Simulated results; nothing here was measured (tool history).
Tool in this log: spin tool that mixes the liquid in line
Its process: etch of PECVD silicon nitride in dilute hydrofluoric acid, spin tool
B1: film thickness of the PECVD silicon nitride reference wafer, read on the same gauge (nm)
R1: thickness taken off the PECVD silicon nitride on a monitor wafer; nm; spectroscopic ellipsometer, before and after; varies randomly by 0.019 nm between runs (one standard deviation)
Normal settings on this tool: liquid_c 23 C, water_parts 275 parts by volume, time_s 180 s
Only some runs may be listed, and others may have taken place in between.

Run 1, day 0: usual settings; B1 79.996. Result: R1 2.682 nm.
Run 2, day 3.571: usual settings; B1 79.992. Result: R1 2.676 nm.
At day 4.508: hydrofluoric acid flow meter replaced.
Run 3, day 6.388: usual settings; B1 80.032. Result: R1 2.451 nm.
Run 4, day 9.117: usual settings; B1 79.978. Result: R1 2.455 nm.
At day 10.504: gauge calibrated.
Run 5, day 11.2: usual settings but liquid_c 24.5 C; B1 80.038. Result: R1 2.703 nm.
Run 6, day 13.475: usual settings but liquid_c 24.5 C; B1 79.973. Result: R1 2.69 nm.
Run 7, day 16.992: usual settings; B1 79.982. Result: R1 2.483 nm.
At day 18.354: thermometer replaced.
Run 8, day 19.196: usual settings; B1 79.985. Result: R1 2.519 nm.
Run 9, day 21.704: usual settings but liquid_c 24.5 C, water_parts 395 parts by volume, time_s 250 s; B1 80.014. Result: R1 2.704 nm.
Run 10, day 23.683: usual settings but liquid_c 25 C, water_parts 315 parts by volume; B1 80.013. Result: R1 2.486 nm.
Run 11, day 26.004: usual settings; B1 80.011. Result: R1 2.576 nm.
Run 12, day 27.538: usual settings but liquid_c 27 C, time_s 145 s; B1 80.007. Result: R1 2.659 nm.
Run 13, day 31.938: usual settings but liquid_c 26.5 C, water_parts 400 parts by volume, time_s 210 s; B1 80. Result: R1 2.58 nm.
At day 33.896: hydrofluoric acid flow meter replaced.
Run 14, day 38.292: usual settings but liquid_c 24.5 C; B1 79.99. Result: R1 2.75 nm.
Run 15, day 40.858: usual settings but liquid_c 27 C, time_s 270 s; B1 80.026. Result: R1 4.73 nm.
Run 16, day 43.308: usual settings but liquid_c 28 C, water_parts 390 parts by volume, time_s 115 s; B1 80.053. Result: R1 1.499 nm.
Run 17, day 45.183: usual settings but liquid_c 20.5 C, water_parts 160 parts by volume, time_s 95 s; B1 79.983. Result: R1 1.943 nm.
Run 18, day 47.233: usual settings but liquid_c 26.5 C, time_s 260 s; B1 80.029. Result: R1 4.568 nm.
Run 19, day 51.221: usual settings but liquid_c 25.5 C, time_s 245 s; B1 80.035. Result: R1 3.987 nm.
Run 20, day 53.954: usual settings but water_parts 175 parts by volume; B1 80.01. Result: R1 4.029 nm.
Run 21, day 56.15: usual settings; B1 80.005. Result: R1 2.593 nm.
Run 22, day 60.2: usual settings; B1 79.978. Result: R1 2.603 nm.
Run 23, day 63.479: usual settings but time_s 155 s; B1 80.021. Result: R1 2.292 nm.
Run 24, day 65.729: usual settings but liquid_c 26.5 C, time_s 245 s; B1 80.011. Result: R1 4.439 nm.
At day 68.762: hydrofluoric acid flow meter replaced.
Run 25, day 69.708: usual settings but water_parts 220 parts by volume; B1 80.004. Result: R1 3.016 nm.
Run 26, day 72.321: usual settings but liquid_c 25 C, water_parts 315 parts by volume; B1 79.991. Result: R1 2.418 nm.
Run 27, day 74.879: usual settings but water_parts 350 parts by volume; B1 80.033. Result: R1 1.97 nm.
Run 28, day 78.471: usual settings but liquid_c 27 C, water_parts 145 parts by volume, time_s 240 s; B1 79.992. Result: R1 8.167 nm.
Run 29, day 80.271: usual settings but liquid_c 25.5 C; B1 80.007. Result: R1 2.926 nm.
Run 30, day 82.038: usual settings but liquid_c 21 C; B1 80.017. Result: R1 2.206 nm.
Run 31, day 84.246: usual settings but liquid_c 21.5 C, water_parts 200 parts by volume, time_s 240 s; B1 79.986. Result: R1 4.251 nm.
At day 86.521: thermometer replaced.
At day 87.8: gauge calibrated.
Run 32, day 88.325: usual settings but liquid_c 19.5 C, water_parts 215 parts by volume, time_s 70 s; B1 79.998. Result: R1 0.993 nm.

Hidden state, per run?
liquid hotter than its thermometer reads (K): 0, the same for each run
gauge reads high (%): 0, the same for each run
H1: hydrofluoric acid flow above the setpoint (%)
run     H1
  1   9.08
  2   9.94
  3  0.568
  4   1.23
  5   1.74
  6   2.29
  7   3.14
  8   3.68
  9   4.29
 10   4.77
 11   5.33
 12    5.7
 13   6.77
 14   1.59
 15   2.21
 16   2.81
 17   3.26
 18   3.76
 19   4.73
 20   5.39
 21   5.92
 22   6.91
 23    7.7
 24   8.25
 25  0.653
 26   1.29
 27   1.91
 28   2.78
 29   3.22
 30   3.65
 31   4.18
 32   5.17

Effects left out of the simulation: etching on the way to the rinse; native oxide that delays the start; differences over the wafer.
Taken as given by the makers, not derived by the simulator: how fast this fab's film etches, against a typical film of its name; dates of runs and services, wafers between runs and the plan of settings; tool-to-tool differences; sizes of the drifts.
